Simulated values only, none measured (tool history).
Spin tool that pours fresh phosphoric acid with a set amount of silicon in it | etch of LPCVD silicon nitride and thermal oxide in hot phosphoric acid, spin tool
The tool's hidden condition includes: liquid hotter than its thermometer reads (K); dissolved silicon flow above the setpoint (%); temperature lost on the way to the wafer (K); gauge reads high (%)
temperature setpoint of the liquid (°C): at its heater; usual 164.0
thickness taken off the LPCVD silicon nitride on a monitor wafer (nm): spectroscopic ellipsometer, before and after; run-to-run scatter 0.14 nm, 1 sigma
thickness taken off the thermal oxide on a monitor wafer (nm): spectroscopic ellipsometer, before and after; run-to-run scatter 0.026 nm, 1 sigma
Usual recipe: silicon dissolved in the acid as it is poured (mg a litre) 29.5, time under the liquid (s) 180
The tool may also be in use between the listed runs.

run,hour,temperature setpoint of the liquid (°C),silicon dissolved in the acid as it is poured (mg a litre),time under the liquid (s),wafers since the last listed run,hours since the thermometer was replaced,hours since the dissolved silicon flow meter was replaced,hours since the heated supply line was repaired,hours since the gauge calibration,"read-back film thickness of the LPCVD silicon nitride reference wafer, read on the same gauge (nm)","read-back film thickness of the thermal oxide reference wafer, read on the same gauge (nm)",thickness taken off the LPCVD silicon nitride on a monitor wafer (nm),thickness taken off the thermal oxide on a monitor wafer (nm)
1,0.0,164.0,20.0,180,0,1884.8,1611.3,714.5,113.2,39.99,30.026,16.43,0.480
2,37.2,164.0,20.0,180,175,1922.0,1648.5,751.7,150.4,40.02,29.995,16.40,0.459
3,81.3,164.0,29.5,150,207,1966.1,1692.6,795.8,194.5,39.99,29.996,13.57,0.280
4,112.3,164.0,29.5,150,146,1997.1,1723.6,826.8,225.5,40.01,30.029,13.52,0.231
5,169.8,163.5,29.5,180,271,2054.6,1781.1,884.3,283.0,39.99,29.995,15.76,0.296
6,221.6,163.5,29.5,180,244,2106.4,1832.9,936.1,334.8,40.02,30.028,15.81,0.284
7,393.6,164.0,29.5,225,810,2278.4,2004.9,1108.1,506.8,40.00,30.001,19.88,0.335
8,433.6,164.0,29.5,225,188,2318.4,2044.9,1148.1,546.8,39.98,29.995,19.91,0.371
9,464.0,164.0,29.5,180,143,2348.8,2075.3,1178.5,577.2,40.00,30.008,16.06,0.326
# hour 473.5: gauge calibrated
# hour 523.6: heated supply line repaired
10,531.3,164.0,29.5,180,312,2416.1,2142.6,7.7,57.8,40.02,29.994,17.50,0.394
# hour 596.6: thermometer replaced
11,600.4,165.0,29.5,180,321,3.8,2211.7,76.8,126.9,39.99,30.022,16.19,0.282
12,641.7,162.5,39.5,270,194,45.1,2253.0,118.1,168.2,39.98,30.014,22.95,0.272
13,702.5,162.0,23.0,140,286,105.9,2313.8,178.9,229.0,39.97,29.938,11.69,0.284
14,738.5,164.0,29.5,225,169,141.9,2349.8,214.9,265.0,39.99,30.023,19.79,0.379
15,795.8,166.5,9.0,95,270,199.2,2407.1,272.2,322.3,40.01,29.986,9.05,0.384
# hour 813.1: dissolved silicon flow meter replaced
16,832.9,165.5,42.5,285,170,236.3,19.8,309.3,359.4,40.00,29.981,26.48,0.253
17,864.8,164.0,29.5,150,150,268.2,51.7,341.2,391.3,40.01,30.007,13.24,0.248
18,917.2,163.0,50.0,180,247,320.6,104.1,393.6,443.7,40.01,30.027,15.28,0.119
19,966.0,164.0,29.5,110,230,369.4,152.9,442.4,492.5,40.01,30.001,9.51,0.203
20,1007.3,165.0,49.5,135,194,410.7,194.2,483.7,533.8,39.99,29.971,11.93,0.097
21,1069.8,164.0,29.5,180,294,473.2,256.7,546.2,596.3,39.98,29.991,15.50,0.274
22,1108.0,165.0,16.5,180,180,511.4,294.9,584.4,634.5,40.00,29.977,16.16,0.515
# hour 1153.3: gauge calibrated
23,1155.7,162.0,48.5,250,224,559.1,342.6,632.1,2.4,40.01,30.012,20.23,0.145

Each row is a separate what-if for the run after 23, all from the same tool condition, not one after another. Results?
A,1156.2,163.0,29.5,180,2,559.6,343.1,632.6,2.9,?,?,?,?
B,1156.2,161.5,29.5,120,2,559.6,343.1,632.6,2.9,?,?,?,?
C,1156.2,164.0,29.5,115,2,559.6,343.1,632.6,2.9,?,?,?,?

run,"read-back film thickness of the LPCVD silicon nitride reference wafer, read on the same gauge (nm)","read-back film thickness of the thermal oxide reference wafer, read on the same gauge (nm)",thickness taken off the LPCVD silicon nitride on a monitor wafer (nm),thickness taken off the thermal oxide on a monitor wafer (nm)
A,39.99,29.984,14.92,0.286
B,39.99,29.984,9.46,0.171
C,39.99,29.984,9.85,0.197
Without the tool's hidden state the same runs would have given:
run,thickness taken off the LPCVD silicon nitride on a monitor wafer (nm),thickness taken off the thermal oxide on a monitor wafer (nm)
A,15.62,0.316
B,9.91,0.189
C,10.31,0.217
